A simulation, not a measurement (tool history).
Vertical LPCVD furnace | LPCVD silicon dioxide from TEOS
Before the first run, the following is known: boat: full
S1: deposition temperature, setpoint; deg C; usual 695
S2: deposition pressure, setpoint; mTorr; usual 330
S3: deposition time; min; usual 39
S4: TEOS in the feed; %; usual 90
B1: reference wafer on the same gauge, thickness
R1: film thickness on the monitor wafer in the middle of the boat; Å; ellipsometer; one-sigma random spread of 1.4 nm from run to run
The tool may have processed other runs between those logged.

Run 1, hour 0: usual settings; B1 293.59. Result: R1 3544.2 Å.
Run 2, hour 68.2: usual settings; B1 293.86. Result: R1 3539.2 Å.
Run 3, hour 136.8: usual settings; B1 293.89. Result: R1 3554.3 Å.
Run 4, hour 208.2: usual settings; B1 294.49. Result: R1 3529.7 Å.
Run 5, hour 275.2: usual settings; B1 293.67. Result: R1 3549.5 Å.
At hour 349.9: gauge calibrated.
Run 6, hour 377.4: usual settings; B1 293.85. Result: R1 3545.9 Å.
Run 7, hour 456.2: usual settings but S3 32 min; B1 293.96. Result: R1 2926.7 Å.
At hour 486.3: thermocouples replaced and temperature profile calibrated.
At hour 506: pressure gauge zeroed.
Run 8, hour 526.5: usual settings but S3 32 min; B1 293.88. Result: R1 2680.9 Å.
Run 9, hour 572.6: usual settings but S2 295 mTorr; B1 294.27. Result: R1 3109.7 Å.
Run 10, hour 632.8: usual settings but S2 380 mTorr, S4 79 %; B1 294.33. Result: R1 3305.2 Å.
At hour 666.6: TEOS flow controller replaced.
Run 11, hour 680.3: usual settings but S1 692 deg C, S2 375 mTorr, S3 33 min, S4 79 %; B1 294.17. Result: R1 2594.2 Å.
Run 12, hour 777: usual settings but S1 689 deg C; B1 293.85. Result: R1 2860.7 Å.
Run 13, hour 855.1: usual settings; B1 294.06. Result: R1 3309.7 Å.
Run 14, hour 915.4: usual settings but S1 707 deg C, S2 370 mTorr, S3 51.5 min, S4 73 %; B1 294.14. Result: R1 5523.4 Å.
Run 15, hour 993.5: usual settings but S1 688 deg C, S2 395 mTorr, S3 31 min, S4 97 %; B1 294.45. Result: R1 2585.7 Å.
Run 16, hour 1032.5: usual settings; B1 294.05. Result: R1 3342.2 Å.

Some steps in R1, run to run, broken into two amounts with sign: the step expected even without the hidden condition (settings, incoming material, random variation), and the rest, left for the hidden condition together with whatever gauge scatter is not in both the measured and the hidden-condition-free result:
The hidden state here: true tube temperature minus thermocouple reading, K; true pressure minus gauge reading, mTorr; deviation of the TEOS flow from its setpoint, %; gauge reads high (%).
Run 7 -> 8: thermocouples replaced and temperature profile calibrated, pressure gauge zeroed. R1 -245.8 Å: hidden state -241, all else -4.8.
Run 14 -> 15: S1 707 -> 688, S2 370 -> 395, S3 51.5 -> 31, S4 73 -> 97. R1 -2937.7 Å: hidden state -77.2, all else -2860.5.
